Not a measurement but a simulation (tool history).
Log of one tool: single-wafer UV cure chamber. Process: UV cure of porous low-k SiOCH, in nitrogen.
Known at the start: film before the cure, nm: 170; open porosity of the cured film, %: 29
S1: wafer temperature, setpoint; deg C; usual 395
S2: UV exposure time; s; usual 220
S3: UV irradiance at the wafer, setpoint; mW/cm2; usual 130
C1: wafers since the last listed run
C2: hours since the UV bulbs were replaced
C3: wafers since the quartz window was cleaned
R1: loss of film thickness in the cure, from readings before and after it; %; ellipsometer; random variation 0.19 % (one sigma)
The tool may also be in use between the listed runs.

{"run": 1, "day": 0.0, "S1": 395, "S2": 220, "S3": 130, "C1": 0, "C2": 1202.8, "C3": 314, "R1": 14.681}
{"run": 2, "day": 0.675, "S1": 404, "S2": 285, "S3": 130, "C1": 88, "C2": 1219.0, "C3": 402, "R1": 16.287}
{"run": 3, "day": 1.388, "S1": 404, "S2": 285, "S3": 130, "C1": 92, "C2": 1236.1, "C3": 495, "R1": 16.021}
{"run": 4, "day": 2.417, "S1": 395, "S2": 220, "S3": 130, "C1": 134, "C2": 1260.8, "C3": 629, "R1": 14.293}
{"run": 5, "day": 3.5, "S1": 395, "S2": 190, "S3": 147, "C1": 141, "C2": 1286.8, "C3": 771, "R1": 14.14}
{"run": 6, "day": 4.488, "S1": 395, "S2": 190, "S3": 147, "C1": 128, "C2": 1310.5, "C3": 899, "R1": 14.143}
{"run": 7, "day": 5.954, "S1": 395, "S2": 190, "S3": 147, "C1": 191, "C2": 1345.7, "C3": 1091, "R1": 14.399}
{"run": 8, "day": 6.671, "S1": 395, "S2": 220, "S3": 113, "C1": 93, "C2": 1362.9, "C3": 1184, "R1": 13.685}
{"run": 9, "day": 7.546, "S1": 395, "S2": 220, "S3": 113, "C1": 114, "C2": 1383.9, "C3": 1298, "R1": 13.558}
{"run": 10, "day": 11.7, "S1": 395, "S2": 130, "S3": 130, "C1": 541, "C2": 1483.6, "C3": 1840, "R1": 11.564}
{"run": 11, "day": 12.4, "S1": 395, "S2": 130, "S3": 130, "C1": 91, "C2": 1500.4, "C3": 1931, "R1": 11.519}
{"run": 12, "day": 13.5, "S1": 395, "S2": 105, "S3": 130, "C1": 143, "C2": 1526.8, "C3": 2074, "R1": 10.328}
{"run": 13, "day": 14.325, "S1": 387, "S2": 220, "S3": 130, "C1": 107, "C2": 1546.6, "C3": 2182, "R1": 13.831}
{"day": 15.033, "done": "quartz window cleaned"}
{"run": 14, "day": 15.138, "S1": 379, "S2": 120, "S3": 165, "C1": 62, "C2": 1566.1, "C3": 13, "R1": 11.703}
{"run": 15, "day": 16.317, "S1": 408, "S2": 220, "S3": 148, "C1": 153, "C2": 1594.4, "C3": 167, "R1": 14.67}
{"run": 16, "day": 16.958, "S1": 389, "S2": 125, "S3": 160, "C1": 83, "C2": 1609.8, "C3": 250, "R1": 11.871}
{"day": 17.508, "done": "UV bulbs replaced"}
{"run": 17, "day": 18.233, "S1": 395, "S2": 220, "S3": 130, "C1": 122, "C2": 17.4, "C3": 373, "R1": 15.605}
{"run": 18, "day": 19.342, "S1": 395, "S2": 260, "S3": 130, "C1": 144, "C2": 44.0, "C3": 518, "R1": 16.707}
{"run": 19, "day": 20.704, "S1": 395, "S2": 220, "S3": 130, "C1": 177, "C2": 76.7, "C3": 695, "R1": 15.841}
{"run": 20, "day": 21.471, "S1": 406, "S2": 130, "S3": 103, "C1": 99, "C2": 95.1, "C3": 795, "R1": 11.943}
{"run": 21, "day": 22.846, "S1": 405, "S2": 130, "S3": 166, "C1": 179, "C2": 128.1, "C3": 974, "R1": 14.061}
{"run": 22, "day": 24.196, "S1": 414, "S2": 290, "S3": 147, "C1": 176, "C2": 160.5, "C3": 1150, "R1": 17.813}

Some steps in R1 between neighbouring runs. How much of each would the tool show without its hidden state too (settings, what came in, random variation), and how much is left for the hidden state, with any gauge scatter that isn't in both results?
The hidden state here: lamp output below its setpoint, %; transmission lost against a clean window, %.
Run 9 -> 10: S2 220 -> 130, S3 113 -> 130. R1 -1.994 %: hidden state -0.163, all else -1.831.
Run 16 -> 17: S1 389 -> 395, S2 125 -> 220, S3 160 -> 130, UV bulbs replaced. R1 +3.734 %: hidden state +1.720, all else +2.014.
Run 19 -> 20: S1 395 -> 406, S2 220 -> 130, S3 130 -> 103. R1 -3.898 %: hidden state +0.017, all else -3.915.
Run 21 -> 22: S1 405 -> 414, S2 130 -> 290, S3 166 -> 147. R1 +3.752 %: hidden state -0.015, all else +3.767.
